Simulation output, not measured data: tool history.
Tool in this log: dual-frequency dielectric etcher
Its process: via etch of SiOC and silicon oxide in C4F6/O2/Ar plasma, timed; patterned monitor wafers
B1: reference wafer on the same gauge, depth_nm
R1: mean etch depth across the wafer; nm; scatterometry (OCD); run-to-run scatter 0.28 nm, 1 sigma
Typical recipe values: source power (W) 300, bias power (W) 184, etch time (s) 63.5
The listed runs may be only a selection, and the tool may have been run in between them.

{"run": 1, "hour": 0.0, "source power (W)": 300, "bias power (W)": 184, "etch time (s)": 63.5, "B1": 72.7, "R1": 65}
{"run": 2, "hour": 32.9, "source power (W)": 300, "bias power (W)": 184, "etch time (s)": 63.5, "B1": 72.6, "R1": 64.7}
{"run": 3, "hour": 46.9, "source power (W)": 300, "bias power (W)": 184, "etch time (s)": 63.5, "B1": 72.6, "R1": 64.8}
{"run": 4, "hour": 70.2, "source power (W)": 300, "bias power (W)": 184, "etch time (s)": 63.5, "B1": 72.7, "R1": 64.4}
{"run": 5, "hour": 99.1, "source power (W)": 300, "bias power (W)": 184, "etch time (s)": 63.5, "B1": 72.7, "R1": 64.6}
{"hour": 129.7, "done": "wet clean of the chamber"}
{"hour": 131.4, "done": "source power generator calibrated"}
{"run": 6, "hour": 131.9, "source power (W)": 300, "bias power (W)": 184, "etch time (s)": 63.5, "B1": 72.7, "R1": 72.1}
{"run": 7, "hour": 137.0, "source power (W)": 300, "bias power (W)": 184, "etch time (s)": 63.5, "B1": 72.7, "R1": 72.2}

Estimate the outcome of run 8 from the log above:
{"hour": 180.5, "done": "wet clean of the chamber, repeated, since the last time left the tool worse"}
{"hour": 180.9, "done": "bias power generator calibrated"}
{"run": 8, "hour": 181.4, "source power (W)": 340, "bias power (W)": 184, "etch time (s)": 56, "B1": "?", "R1": "?"}

Run 8 came out at B1 72.6, R1 62.8 nm.
The same run, on a tool lacking any hidden state, would have yielded R1 62.8 nm.
